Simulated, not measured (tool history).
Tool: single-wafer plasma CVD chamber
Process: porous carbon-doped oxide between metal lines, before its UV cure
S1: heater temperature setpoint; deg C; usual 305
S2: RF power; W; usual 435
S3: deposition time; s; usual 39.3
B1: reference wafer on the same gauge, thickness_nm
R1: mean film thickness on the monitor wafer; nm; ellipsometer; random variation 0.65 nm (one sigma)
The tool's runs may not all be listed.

run,hour,S1,S2,S3,B1,R1
1,0,305,435,42.2,193.966,180.643
2,13.4,305,435,39.3,193.931,168.094
3,48.1,305,435,39.3,193.852,169.522
4,70.3,305,435,39.3,193.976,168.135
5,153.6,305,435,39.3,193.925,169.204
6,170.6,305,435,39.3,193.938,168.233
7,188.8,305,435,33.5,193.965,144.567
8,224,305,435,33.5,193.996,144.195
9,247.3,305,435,39.3,193.952,168.813
10,282.7,305,435,39.3,194.004,169.084
11,298,305,435,39.3,194.244,169.239
12,314.1,305,435,39.3,194.04,169.244
13,348.8,305,435,39.3,194.012,167.884
14,384.6,313,360,46.9,194.061,167.875
15,401.6,319,465,41.8,194.024,172.994
16,433.4,305,435,39.3,194.133,168.421
17,454.1,295,485,32.5,194.042,159.77
18,478.7,319,505,34.1,194.056,149.543
19,514.6,317,435,34.5,194.162,139.198
20,542.5,305,435,39.3,193.945,168.398
21,642.7,305,495,32.1,193.984,150.124
22,657,320,355,39.3,194.068,134.316
23,676.2,316,475,33.3,193.901,142.614
24,702.7,298,500,35.4,193.989,173.148
25,731,305,495,32.1,194.095,150.723
26,746.1,317,470,46.3,193.937,195.774
27,772.9,305,435,45.6,193.844,195.302

Taken out of this log: 4 entries between the listed runs. Where each belongs, and how the hidden state differs across it:
Between runs 10 and 11: gauge calibrated (hour 283.3)
  no hidden state differs between the two runs
Between runs 15 and 16: showerhead replaced (hour 432.9)
  no hidden state differs between the two runs
Between runs 20 and 21: thermocouple changed; heater temperature recalibrated (hour 560.5); RF generator calibrated (hour 599.6)
  no hidden state differs between the two runs
